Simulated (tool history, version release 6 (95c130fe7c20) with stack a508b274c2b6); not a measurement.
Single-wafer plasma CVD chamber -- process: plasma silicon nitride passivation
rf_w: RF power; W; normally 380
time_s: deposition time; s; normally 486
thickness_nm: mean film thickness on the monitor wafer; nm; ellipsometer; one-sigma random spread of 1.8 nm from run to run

run	hour	rf_w	time_s	read-back reference wafer on the same gauge, thickness_nm	thickness_nm
1	0	380	486	691.236	672.046
2	90.2	380	486	691.816	675.33
3	184.8	320	414	692.438	527.505
4	289.6	320	414	691.995	531.725
5	352.5	380	486	691.313	667.711
6	452.6	380	486	691.279	666.544
# hour 713.6: showerhead replaced
# hour 728.2: gauge calibrated
7	741.4	380	486	692.1	665.877
8	818.8	380	486	691.007	666.699
9	917	420	418	692.257	598.522
10	973.8	320	401	692.28	509.636
# hour 1028.3: RF generator calibrated
11	1073	305	577	692.475	729.186
12	1175.3	340	486	692.17	642.283
13	1227.3	310	486	691.856	620.351
14	1309.3	380	486	692.427	680.687
15	1393.3	435	398	692.771	587.513
16	1490.1	380	486	691.859	676.7
17	1568.8	380	486	691.962	674.229
18	1607.6	440	560	691.787	828.329

Here are 3 independent what-if runs from the current tool condition. What would each one return?
A	1608.1	420	486	?	?
B	1608.1	415	558	?	?
C	1608.1	430	427	?	?

run	read-back reference wafer on the same gauge, thickness_nm	thickness_nm
A	692.413	702.006
B	692.413	802.125
C	692.413	622.625
Stripped of hidden state, with their random variation kept, the same runs would have yielded:
run	thickness_nm
A	706.724
B	807.516
C	626.81
